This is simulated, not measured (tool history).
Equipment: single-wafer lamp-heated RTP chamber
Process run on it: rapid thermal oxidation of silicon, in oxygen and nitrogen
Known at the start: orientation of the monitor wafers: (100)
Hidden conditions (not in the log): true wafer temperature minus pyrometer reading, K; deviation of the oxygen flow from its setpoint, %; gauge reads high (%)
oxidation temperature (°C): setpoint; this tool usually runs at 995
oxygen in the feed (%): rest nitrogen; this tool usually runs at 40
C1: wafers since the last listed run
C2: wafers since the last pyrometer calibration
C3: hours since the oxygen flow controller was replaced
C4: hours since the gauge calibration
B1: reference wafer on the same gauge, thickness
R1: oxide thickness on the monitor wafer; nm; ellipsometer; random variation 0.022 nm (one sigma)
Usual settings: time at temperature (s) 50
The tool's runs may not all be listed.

run 1 hour=0.0 | oxidation_temperature_(°C)=995 time_at_temperature_(s)=50 oxygen_in_the_feed_(%)=40 | C1=0 C2=445 C3=2702.5 C4=1018.3 | B1=3.579 | R1=4.018
run 2 hour=46.6 | oxidation_temperature_(°C)=995 time_at_temperature_(s)=50 oxygen_in_the_feed_(%)=40 | C1=366 C2=811 C3=2749.1 C4=1064.9 | B1=3.586 | R1=3.992
run 3 hour=92.0 | oxidation_temperature_(°C)=995 time_at_temperature_(s)=50 oxygen_in_the_feed_(%)=40 | C1=356 C2=1168 C3=2794.5 C4=1110.3 | B1=3.579 | R1=4.035
run 4 hour=144.4 | oxidation_temperature_(°C)=995 time_at_temperature_(s)=50 oxygen_in_the_feed_(%)=40 | C1=411 C2=1580 C3=2846.9 C4=1162.7 | B1=3.583 | R1=4.054
-- hour=254.1 pyrometer window cleaned and pyrometer calibrated
run 5 hour=254.6 | oxidation_temperature_(°C)=995 time_at_temperature_(s)=50 oxygen_in_the_feed_(%)=22 | C1=803 C2=4 C3=2957.1 C4=1272.9 | B1=3.580 | R1=3.504
run 6 hour=298.6 | oxidation_temperature_(°C)=995 time_at_temperature_(s)=50 oxygen_in_the_feed_(%)=40 | C1=345 C2=350 C3=3001.1 C4=1316.9 | B1=3.579 | R1=4.159
run 7 hour=388.3 | oxidation_temperature_(°C)=995 time_at_temperature_(s)=50 oxygen_in_the_feed_(%)=40 | C1=705 C2=1055 C3=3090.8 C4=1406.6 | B1=3.582 | R1=4.225
-- hour=410.0 pyrometer window cleaned and pyrometer calibrated, repeated, since the last time left the tool worse
-- hour=476.9 gauge calibrated
run 8 hour=492.7 | oxidation_temperature_(°C)=995 time_at_temperature_(s)=50 oxygen_in_the_feed_(%)=40 | C1=757 C2=649 C3=3195.2 C4=15.8 | B1=3.579 | R1=3.991
run 9 hour=588.7 | oxidation_temperature_(°C)=995 time_at_temperature_(s)=50 oxygen_in_the_feed_(%)=40 | C1=754 C2=1404 C3=3291.2 C4=111.8 | B1=3.577 | R1=4.045
run 10 hour=665.1 | oxidation_temperature_(°C)=967 time_at_temperature_(s)=27 oxygen_in_the_feed_(%)=40 | C1=600 C2=2004 C3=3367.6 C4=188.2 | B1=3.580 | R1=2.842
-- hour=715.8 pyrometer window cleaned and pyrometer calibrated
-- hour=716.9 oxygen flow controller replaced
run 11 hour=717.4 | oxidation_temperature_(°C)=995 time_at_temperature_(s)=42 oxygen_in_the_feed_(%)=17 | C1=339 C2=3 C3=0.5 C4=240.5 | B1=3.580 | R1=3.020
run 12 hour=796.4 | oxidation_temperature_(°C)=995 time_at_temperature_(s)=50 oxygen_in_the_feed_(%)=63 | C1=621 C2=624 C3=79.5 C4=319.5 | B1=3.580 | R1=4.671
run 13 hour=833.5 | oxidation_temperature_(°C)=995 time_at_temperature_(s)=32 oxygen_in_the_feed_(%)=40 | C1=291 C2=916 C3=116.6 C4=356.6 | B1=3.580 | R1=3.403
run 14 hour=900.9 | oxidation_temperature_(°C)=995 time_at_temperature_(s)=50 oxygen_in_the_feed_(%)=40 | C1=529 C2=1446 C3=184.0 C4=424.0 | B1=3.588 | R1=4.030
-- hour=971.2 pyrometer window cleaned and pyrometer calibrated
run 15 hour=986.3 | oxidation_temperature_(°C)=1014 time_at_temperature_(s)=50 oxygen_in_the_feed_(%)=40 | C1=608 C2=118 C3=269.4 C4=509.4 | B1=3.572 | R1=4.469
run 16 hour=1062.6 | oxidation_temperature_(°C)=995 time_at_temperature_(s)=59 oxygen_in_the_feed_(%)=40 | C1=599 C2=718 C3=345.7 C4=585.7 | B1=3.579 | R1=4.232
run 17 hour=1143.5 | oxidation_temperature_(°C)=995 time_at_temperature_(s)=50 oxygen_in_the_feed_(%)=40 | C1=635 C2=1354 C3=426.6 C4=666.6 | B1=3.578 | R1=4.032
-- hour=1225.3 pyrometer window cleaned and pyrometer calibrated
run 18 hour=1232.4 | oxidation_temperature_(°C)=1011 time_at_temperature_(s)=33 oxygen_in_the_feed_(%)=40 | C1=635 C2=56 C3=515.5 C4=755.5 | B1=3.580 | R1=3.761
run 19 hour=1276.2 | oxidation_temperature_(°C)=976 time_at_temperature_(s)=50 oxygen_in_the_feed_(%)=17 | C1=344 C2=400 C3=559.3 C4=799.3 | B1=3.585 | R1=2.934

3 ways to go on from here, each from the tool as it stands after run 19. What would each give?
run A hour=1276.7 | oxidation_temperature_(°C)=995 time_at_temperature_(s)=50 oxygen_in_the_feed_(%)=40 | C1=3 C2=404 C3=559.8 C4=799.8 | B1=? | R1=?
run B hour=1276.7 | oxidation_temperature_(°C)=995 time_at_temperature_(s)=67 oxygen_in_the_feed_(%)=40 | C1=3 C2=404 C3=559.8 C4=799.8 | B1=? | R1=?
run C hour=1276.7 | oxidation_temperature_(°C)=977 time_at_temperature_(s)=38 oxygen_in_the_feed_(%)=24 | C1=3 C2=404 C3=559.8 C4=799.8 | B1=? | R1=?

run=A B1=3.576 R1=3.981
run=B B1=3.576 R1=4.477
run=C B1=3.576 R1=2.898
With no hidden state in the tool, these same runs would have given:
run=A R1=3.960
run=B R1=4.451
run=C R1=2.887
